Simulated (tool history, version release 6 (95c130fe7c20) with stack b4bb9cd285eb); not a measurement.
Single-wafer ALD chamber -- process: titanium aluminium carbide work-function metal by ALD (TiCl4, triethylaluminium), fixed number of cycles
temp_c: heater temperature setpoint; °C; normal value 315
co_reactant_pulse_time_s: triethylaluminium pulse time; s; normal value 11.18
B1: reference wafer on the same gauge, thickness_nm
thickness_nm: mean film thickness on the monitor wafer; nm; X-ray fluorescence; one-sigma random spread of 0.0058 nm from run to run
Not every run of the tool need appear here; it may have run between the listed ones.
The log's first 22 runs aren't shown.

run 23 hour=253.5 | temp_c=310 co_reactant_pulse_time_s=6.71 | B1=1.91 | thickness_nm=1.974
run 24 hour=269.5 | temp_c=315 co_reactant_pulse_time_s=12.39 | B1=1.913 | thickness_nm=2.319
run 25 hour=280.5 | temp_c=320 co_reactant_pulse_time_s=12.97 | B1=1.908 | thickness_nm=2.386
run 26 hour=289 | temp_c=310 co_reactant_pulse_time_s=8.74 | B1=1.911 | thickness_nm=2.139
run 27 hour=295.3 | temp_c=315 co_reactant_pulse_time_s=11.18 | B1=1.909 | thickness_nm=2.287
run 28 hour=305.5 | temp_c=323 co_reactant_pulse_time_s=13.23 | B1=1.909 | thickness_nm=2.423
run 29 hour=320 | temp_c=315 co_reactant_pulse_time_s=11.18 | B1=1.909 | thickness_nm=2.292
run 30 hour=359.2 | temp_c=315 co_reactant_pulse_time_s=13.33 | B1=1.908 | thickness_nm=2.332
run 31 hour=368.8 | temp_c=315 co_reactant_pulse_time_s=10.13 | B1=1.909 | thickness_nm=2.251
run 32 hour=383.1 | temp_c=311 co_reactant_pulse_time_s=13.27 | B1=1.91 | thickness_nm=2.284

Predict each of these 5 candidate next runs independently; none follows another, all start after run 32:
run A hour=383.5 | temp_c=308 co_reactant_pulse_time_s=11.18 | B1=? | thickness_nm=?
run B hour=383.5 | temp_c=315 co_reactant_pulse_time_s=13.39 | B1=? | thickness_nm=?
run C hour=383.5 | temp_c=328 co_reactant_pulse_time_s=11.18 | B1=? | thickness_nm=?
run D hour=383.5 | temp_c=315 co_reactant_pulse_time_s=13.34 | B1=? | thickness_nm=?
run E hour=383.5 | temp_c=327 co_reactant_pulse_time_s=6.76 | B1=? | thickness_nm=?

run=A B1=1.912 thickness_nm=2.215
run=B B1=1.912 thickness_nm=2.333
run=C B1=1.912 thickness_nm=2.43
run=D B1=1.912 thickness_nm=2.332
run=E B1=1.912 thickness_nm=2.119
Stripped of hidden state, with their random variation kept, the same runs would have yielded:
run=A thickness_nm=2.245
run=B thickness_nm=2.351
run=C thickness_nm=2.464
run=D thickness_nm=2.35
run=E thickness_nm=2.212
